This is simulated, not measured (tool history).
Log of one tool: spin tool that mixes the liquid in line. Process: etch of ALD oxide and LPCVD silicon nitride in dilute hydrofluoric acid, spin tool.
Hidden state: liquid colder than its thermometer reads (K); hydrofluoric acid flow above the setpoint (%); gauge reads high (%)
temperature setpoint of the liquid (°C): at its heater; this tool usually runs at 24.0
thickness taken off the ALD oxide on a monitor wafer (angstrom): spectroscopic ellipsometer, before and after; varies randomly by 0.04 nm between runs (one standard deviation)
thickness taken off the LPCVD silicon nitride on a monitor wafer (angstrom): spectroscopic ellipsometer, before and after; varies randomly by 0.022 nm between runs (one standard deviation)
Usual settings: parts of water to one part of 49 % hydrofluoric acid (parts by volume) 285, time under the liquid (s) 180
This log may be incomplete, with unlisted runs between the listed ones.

| run | day | temperature setpoint of the liquid (°C) | parts of water to one part of 49 % hydrofluoric acid (parts by volume) | time under the liquid (s) | wafers since the last listed run | hours since the thermometer was replaced | hours since the hydrofluoric acid flow meter was replaced | hours since the gauge calibration | read-back film thickness of the ALD oxide reference wafer, read on the same gauge (nm) | read-back film thickness of the LPCVD silicon nitride reference wafer, read on the same gauge (nm) | thickness taken off the ALD oxide on a monitor wafer (angstrom) | thickness taken off the LPCVD silicon nitride on a monitor wafer (angstrom) |
|---|---|---|---|---|---|---|---|---|---|---|---|---|
| 1 | 0.000 | 22.5 | 285 | 180 | 0 | 1595.6 | 1322.2 | 611.4 | 59.98 | 100.004 | 61.6 | 2.10 |
| 2 | 0.583 | 22.5 | 285 | 180 | 130 | 1609.6 | 1336.2 | 625.4 | 59.98 | 100.008 | 62.3 | 2.70 |
| 3 | 1.312 | 22.5 | 285 | 180 | 163 | 1627.1 | 1353.7 | 642.9 | 60.03 | 100.015 | 61.1 | 2.25 |
| 4 | 2.296 | 24.0 | 285 | 180 | 220 | 1650.7 | 1377.3 | 666.5 | 60.00 | 100.010 | 65.0 | 3.10 |
|  | 2.538 | hydrofluoric acid flow meter replaced |
| 5 | 3.500 | 24.0 | 285 | 180 | 260 | 1679.6 | 23.1 | 695.4 | 60.00 | 100.029 | 64.9 | 2.77 |
| 6 | 4.021 | 24.0 | 250 | 125 | 116 | 1692.1 | 35.6 | 707.9 | 59.99 | 100.017 | 53.1 | 2.08 |
| 7 | 4.804 | 24.0 | 285 | 220 | 175 | 1710.9 | 54.4 | 726.7 | 60.00 | 100.015 | 79.8 | 3.41 |
| 8 | 6.008 | 26.5 | 285 | 180 | 270 | 1739.8 | 83.3 | 755.6 | 59.99 | 99.994 | 70.0 | 2.96 |
| 9 | 6.762 | 24.0 | 285 | 225 | 169 | 1757.9 | 101.4 | 773.7 | 60.00 | 100.018 | 81.5 | 3.75 |
| 10 | 7.717 | 20.5 | 285 | 180 | 214 | 1780.8 | 124.3 | 796.6 | 60.01 | 99.997 | 57.2 | 2.21 |
| 11 | 8.379 | 24.0 | 285 | 180 | 148 | 1796.7 | 140.2 | 812.5 | 60.01 | 99.997 | 65.0 | 2.64 |
| 12 | 9.000 | 19.5 | 235 | 85 | 139 | 1811.6 | 155.1 | 827.4 | 60.00 | 100.020 | 33.2 | 1.12 |
| 13 | 10.412 | 24.0 | 155 | 95 | 316 | 1845.5 | 189.0 | 861.3 | 60.00 | 99.989 | 72.3 | 2.64 |
|  | 10.817 | thermometer replaced |
| 14 | 11.258 | 19.0 | 420 | 275 | 180 | 10.6 | 209.3 | 881.6 | 59.98 | 99.998 | 47.6 | 1.86 |
| 15 | 12.438 | 21.0 | 285 | 180 | 264 | 38.9 | 237.6 | 909.9 | 60.03 | 100.001 | 54.6 | 2.23 |
|  | 13.088 | gauge calibrated |
| 16 | 13.446 | 20.5 | 370 | 265 | 226 | 63.1 | 261.8 | 8.6 | 59.99 | 99.996 | 56.8 | 2.34 |
| 17 | 14.550 | 26.0 | 175 | 250 | 247 | 89.6 | 288.3 | 35.1 | 60.01 | 99.991 | 166.1 | 6.94 |
| 18 | 17.933 | 24.0 | 285 | 180 | 759 | 170.8 | 369.5 | 116.3 | 59.99 | 100.016 | 61.3 | 2.40 |
| 19 | 18.904 | 20.5 | 225 | 250 | 217 | 194.1 | 392.8 | 139.6 | 59.99 | 99.999 | 100.2 | 3.21 |
| 20 | 19.458 | 26.5 | 360 | 115 | 124 | 207.4 | 406.1 | 152.9 | 59.99 | 99.996 | 31.6 | 1.30 |
| 21 | 20.283 | 29.0 | 375 | 280 | 185 | 227.2 | 425.9 | 172.7 | 60.00 | 100.003 | 79.0 | 4.06 |
| 22 | 21.317 | 24.0 | 285 | 180 | 231 | 252.0 | 450.7 | 197.5 | 60.01 | 100.006 | 60.7 | 2.58 |
|  | 22.046 | thermometer replaced, repeated, since the last time left the tool worse |
| 23 | 22.362 | 24.0 | 350 | 250 | 225 | 7.6 | 475.8 | 222.6 | 60.03 | 99.998 | 72.6 | 3.46 |
| 24 | 23.592 | 24.0 | 400 | 80 | 275 | 37.1 | 505.3 | 252.1 | 60.00 | 99.988 | 19.5 | 0.91 |
| 25 | 24.758 | 24.0 | 365 | 265 | 261 | 65.1 | 533.3 | 280.1 | 60.02 | 100.028 | 72.6 | 3.27 |
| 26 | 27.921 | 26.5 | 170 | 150 | 709 | 141.0 | 609.2 | 356.0 | 60.00 | 99.983 | 117.0 | 4.87 |

Branching from run 26: 4 alternative next runs. What would each branch give?
| A | 27.942 | 24.0 | 285 | 180 | 4 | 141.5 | 609.7 | 356.5 | ? | ? | ? | ? |
| B | 27.942 | 25.5 | 355 | 180 | 4 | 141.5 | 609.7 | 356.5 | ? | ? | ? | ? |
| C | 27.942 | 24.0 | 410 | 180 | 4 | 141.5 | 609.7 | 356.5 | ? | ? | ? | ? |
| D | 27.942 | 27.5 | 355 | 120 | 4 | 141.5 | 609.7 | 356.5 | ? | ? | ? | ? |

| run | read-back film thickness of the ALD oxide reference wafer, read on the same gauge (nm) | read-back film thickness of the LPCVD silicon nitride reference wafer, read on the same gauge (nm) | thickness taken off the ALD oxide on a monitor wafer (angstrom) | thickness taken off the LPCVD silicon nitride on a monitor wafer (angstrom) |
|---|---|---|---|---|
| A | 59.99 | 99.989 | 68.5 | 3.43 |
| B | 59.99 | 99.989 | 54.1 | 3.02 |
| C | 59.99 | 99.989 | 42.4 | 2.40 |
| D | 59.99 | 99.989 | 38.5 | 2.26 |
The same runs, with their run-to-run variation unchanged, on a tool lacking any hidden condition would have given:
| run | thickness taken off the ALD oxide on a monitor wafer (angstrom) | thickness taken off the LPCVD silicon nitride on a monitor wafer (angstrom) |
|---|---|---|
| A | 69.1 | 3.48 |
| B | 54.5 | 3.06 |
| C | 42.7 | 2.43 |
| D | 38.8 | 2.29 |
